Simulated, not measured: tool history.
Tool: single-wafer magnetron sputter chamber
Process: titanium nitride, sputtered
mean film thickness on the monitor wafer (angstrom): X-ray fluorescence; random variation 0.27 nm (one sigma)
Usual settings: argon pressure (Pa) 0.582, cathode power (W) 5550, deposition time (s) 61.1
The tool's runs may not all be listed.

run    hour  argon pressure (Pa)  cathode power (W)  deposition time (s)  read-back reference wafer on the same gauge, thickness_nm  mean film thickness on the monitor wafer (angstrom)
  1       0                0.582               5550                 61.1                                                     55.011                                               527.84
       56.4  -- sputter target and shields replaced
  2      69                0.582               5550                 61.1                                                     54.982                                               557.35
  3   113.5                0.582               5550                 61.1                                                     55.018                                                556.3
  4   185.1                0.582               5550                 61.1                                                     54.996                                               542.44
  5   225.9                0.582               5550                 61.1                                                     55.045                                               545.76
  6   290.5                0.582               5550                 61.1                                                     54.977                                               532.65
      305.5  -- sputter target and shields replaced
  7   345.3                0.649               6200                 61.1                                                     54.945                                               606.64
  8   530.7                0.582               5550                 61.1                                                         55                                                529.9
      564.8  -- sputter target and shields replaced
  9   565.3                0.582               5850                 70.6                                                     54.986                                               677.23
      599.8  -- gauge calibrated
 10   603.5                0.582               5550                 61.1                                                     55.053                                               559.95
 11     636                0.582               5550                 61.1                                                     55.023                                               554.85
 12   660.8                0.382               6400                 69.2                                                     54.986                                               746.98
 13   704.6                 0.67               4400                 66.3                                                     55.025                                               472.57
 14   764.5                0.582               6450                 56.8                                                     55.003                                               577.85
      790.8  -- sputter target and shields replaced
 15   812.1                0.582               5550                 61.1                                                     55.028                                               552.11
 16   856.3                0.518               4900                 64.9                                                     55.006                                               525.55
 17     896                0.582               5550                 61.1                                                     55.001                                               551.98
 18   955.8                0.795               5550                 57.1                                                     55.004                                               484.94
     1001.4  -- capacitance manometer re-zeroed and calibrated
       1013  -- magnet pack replaced
 19  1019.3                0.366               6400                 61.1                                                     54.968                                               640.95
     1043.2  -- sputter target and shields replaced
 20  1066.9                0.582               5550                 61.1                                                     54.965                                                556.1
 21  1131.8                0.742               5550                 66.4                                                     55.024                                               579.29
     1301.6  -- sputter target and shields replaced
 22  1326.6                0.582               5550                 61.1                                                     54.985                                               556.51

5 ways to go on from here, each from the tool as it stands after run 22. What would each give?
  A  1327                0.582               5550                 52.7                                                          ?                                                    ?
  B  1327                0.729               6000                 56.5                                                          ?                                                    ?
  C  1327                0.371               5550                 61.1                                                          ?                                                    ?
  D  1327                0.804               6500                 51.5                                                          ?                                                    ?
  E  1327                0.732               6850                   54                                                          ?                                                    ?

run  read-back reference wafer on the same gauge, thickness_nm  mean film thickness on the monitor wafer (angstrom)
  A                                                     54.989                                               480.38
  B                                                     54.989                                               536.54
  C                                                     54.989                                               582.08
  D                                                     54.989                                               518.42
  E                                                     54.989                                               579.05
Without the tool's hidden state the same runs would have given:
run  mean film thickness on the monitor wafer (angstrom)
  A                                               481.37
  B                                               537.65
  C                                               583.28
  D                                               519.49
  E                                               580.24

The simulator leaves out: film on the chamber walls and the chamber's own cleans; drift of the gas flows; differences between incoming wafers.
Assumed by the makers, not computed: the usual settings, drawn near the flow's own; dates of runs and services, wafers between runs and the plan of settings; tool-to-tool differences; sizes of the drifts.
